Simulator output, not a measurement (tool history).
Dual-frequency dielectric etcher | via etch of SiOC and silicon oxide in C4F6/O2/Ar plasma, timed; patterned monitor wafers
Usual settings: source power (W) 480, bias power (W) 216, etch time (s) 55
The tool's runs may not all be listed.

run	hour	source power (W)	bias power (W)	etch time (s)	wafers since the last listed run	hours since the last wet clean	hours since the last source power generator calibration	hours since the last bias power generator calibration	hours since the last upper electrode change	hours since the gauge calibration	read-back reference wafer on the same gauge, depth_nm	mean etch depth across the wafer (nm)
1	0	480	216	55	0	488.6	3488.7	5333.8	3808.5	161.4	61.5	76.9
2	15.5	480	216	55	247	504.1	3504.2	5349.3	3824	176.9	61.5	76.9
3	46	480	216	55	486	534.6	3534.7	5379.8	3854.5	207.4	61.5	77.2
4	80.8	480	216	55	555	569.4	3569.5	5414.6	3889.3	242.2	61.5	77.1
5	104.6	480	216	55	379	593.2	3593.3	5438.4	3913.1	266	61.5	77.3
# hour 108.8: gauge calibrated
# hour 129.3: wet clean of the chamber
6	129.8	480	216	55	19	0.5	3618.5	5463.6	3938.3	21	61.5	75.5
7	136.4	480	216	55	105	7.1	3625.1	5470.2	3944.9	27.6	61.5	75.5
# hour 140.7: source power generator calibrated
8	151.2	480	216	55	172	21.9	10.5	5485	3959.7	42.4	61.5	75.6
9	170.6	480	216	39.5	309	41.3	29.9	5504.4	3979.1	61.8	61.5	54.5
10	182.7	590	235	69.5	192	53.4	42	5516.5	3991.2	73.9	61.5	106.2
11	199.5	480	251	45.5	267	70.2	58.8	5533.3	4008	90.7	61.5	65.3
12	215.5	480	267	55	255	86.2	74.8	5549.3	4024	106.7	61.5	80.2
# hour 223.7: bias power generator calibrated
# hour 250.4: upper electrode replaced
13	250.9	480	190	40.5	118	121.6	110.2	27.2	0.5	142.1	61.5	54.1
14	267.3	590	174	69	261	138	126.6	43.6	16.9	158.5	61.5	98.5
15	281.4	480	216	55	224	152.1	140.7	57.7	31	172.6	61.5	76.1
16	315	480	216	55	535	185.7	174.3	91.3	64.6	206.2	61.5	76.4

Some steps in mean etch depth across the wafer (nm) between neighbouring runs. How much of each would the tool show without its hidden state too (settings, what came in, random variation), and how much is left for the hidden state, with any gauge scatter that isn't in both results?
The hidden state here: etch rate over this chamber's usual, %; source power that arrives over what is set, %; bias power that arrives over what is set, %; gauge reads high (%).
Run 5 -> 6: gauge calibrated, wet clean of the chamber. mean etch depth across the wafer (nm) -1.8: hidden state -1.9, all else +0.1.
Run 9 -> 10: source power (W) 480 -> 590, bias power (W) 216 -> 235, etch time (s) 39.5 -> 69.5. mean etch depth across the wafer (nm) +51.7: hidden state +0.2, all else +51.5.
